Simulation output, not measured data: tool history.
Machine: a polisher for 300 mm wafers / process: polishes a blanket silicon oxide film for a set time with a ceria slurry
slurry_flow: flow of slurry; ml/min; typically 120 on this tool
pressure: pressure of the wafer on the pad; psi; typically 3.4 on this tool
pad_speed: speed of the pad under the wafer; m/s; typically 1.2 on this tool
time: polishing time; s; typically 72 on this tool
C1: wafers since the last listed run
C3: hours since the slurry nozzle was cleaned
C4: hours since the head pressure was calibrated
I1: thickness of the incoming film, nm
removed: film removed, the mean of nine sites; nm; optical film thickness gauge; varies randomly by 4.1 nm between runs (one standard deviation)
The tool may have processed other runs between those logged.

Run 1, hour 0: usual settings; C1 0; wafers polished on this pad 332; C3 237.3; C4 452.1; I1 1425.7. Result: removed 541.1 nm.
Run 2, hour 46.1: usual settings; C1 552; wafers polished on this pad 884; C3 283.4; C4 498.2; I1 1441.4. Result: removed 529.8 nm.
Run 3, hour 66.1: usual settings but pad_speed 0.88 m/s; C1 239; wafers polished on this pad 1123; C3 303.4; C4 518.2; I1 1434.8. Result: removed 387.8 nm.
At hour 71.2: worn pad replaced by a new one.
Run 4, hour 90.3: usual settings but pad_speed 0.88 m/s; C1 241; wafers polished on this pad 229; C3 327.6; C4 542.4; I1 1432.8. Result: removed 391.9 nm.
At hour 118.2: head pressure recalibrated.
Run 5, hour 118.7: usual settings but pad_speed 0.88 m/s; C1 316; wafers polished on this pad 545; C3 356; C4 0.5; I1 1438.4. Result: removed 364.9 nm.
Run 6, hour 143.1: usual settings but pad_speed 1.46 m/s, time 83 s; C1 292; wafers polished on this pad 837; C3 380.4; C4 24.9; I1 1401.2. Result: removed 683.6 nm.
At hour 168.7: worn pad replaced by a new one.
Run 7, hour 173.8: usual settings but pad_speed 1.46 m/s, time 83 s; C1 319; wafers polished on this pad 60; C3 411.1; C4 55.6; I1 1443.6. Result: removed 705 nm.
Run 8, hour 190.3: usual settings but pressure 3.9 psi, pad_speed 1.08 m/s; C1 197; wafers polished on this pad 258; C3 427.6; C4 72.1; I1 1439.3. Result: removed 497.6 nm.
Run 9, hour 211.2: usual settings but slurry_flow 100 ml/min, pressure 2.6 psi, pad_speed 1.38 m/s; C1 250; wafers polished on this pad 508; C3 448.5; C4 93; I1 1407.4. Result: removed 451.8 nm.
Run 10, hour 237.5: usual settings but slurry_flow 145 ml/min, pressure 4 psi; C1 315; wafers polished on this pad 823; C3 474.8; C4 119.3; I1 1445.7. Result: removed 597.6 nm.
At hour 251.2: slurry nozzle cleaned.
Run 11, hour 251.7: usual settings but slurry_flow 150 ml/min; C1 158; wafers polished on this pad 981; C3 0.5; C4 133.5; I1 1418.8. Result: removed 557.1 nm.
At hour 266.6: worn pad replaced by a new one.
Run 12, hour 267.1: usual settings but slurry_flow 110 ml/min, pressure 4.3 psi, pad_speed 1.08 m/s; C1 136; wafers polished on this pad 5; C3 15.9; C4 148.9; I1 1441.1. Result: removed 565.4 nm.
Run 13, hour 289.3: usual settings but pad_speed 1.46 m/s, time 83 s; C1 265; wafers polished on this pad 271; C3 38.1; C4 171.1; I1 1441.2. Result: removed 752.8 nm.
Run 14, hour 322: usual settings but slurry_flow 85 ml/min, pressure 4.1 psi, pad_speed 0.8 m/s, time 48 s; C1 391; wafers polished on this pad 663; C3 70.8; C4 203.8; I1 1430.3. Result: removed 245 nm.
Run 15, hour 342.9: usual settings but slurry_flow 155 ml/min, time 62 s; C1 250; wafers polished on this pad 913; C3 91.7; C4 224.7; I1 1419.6. Result: removed 490 nm.
At hour 357.3: worn pad replaced by a new one.
Run 16, hour 358.8: usual settings but time 96 s; C1 142; wafers polished on this pad 17; C3 107.6; C4 240.6; I1 1424.2. Result: removed 734.1 nm.
Run 17, hour 371: usual settings; C1 146; wafers polished on this pad 163; C3 119.8; C4 252.8; I1 1455.5. Result: removed 533.1 nm.

Below are 3 alternative next runs, each starting from the tool's condition after run 17. Predict each:
Run A, hour 371.5: usual settings; C1 5; wafers polished on this pad 169; C3 120.3; C4 253.3; I1 1452.6. Result: removed ?.
Run B, hour 371.5: usual settings but slurry_flow 90 ml/min, pressure 4 psi, time 87 s; C1 5; wafers polished on this pad 169; C3 120.3; C4 253.3; I1 1452.6. Result: removed ?.
Run C, hour 371.5: usual settings but pressure 3.8 psi, pad_speed 1.04 m/s, time 49 s; C1 5; wafers polished on this pad 169; C3 120.3; C4 253.3; I1 1452.6. Result: removed ?.

run  removed
  A    537.7
  B    677.4
  C    344.7
Had the tool no hidden state, the same runs would have come out as:
run  removed
  A    504.1
  B      636
  C    323.2
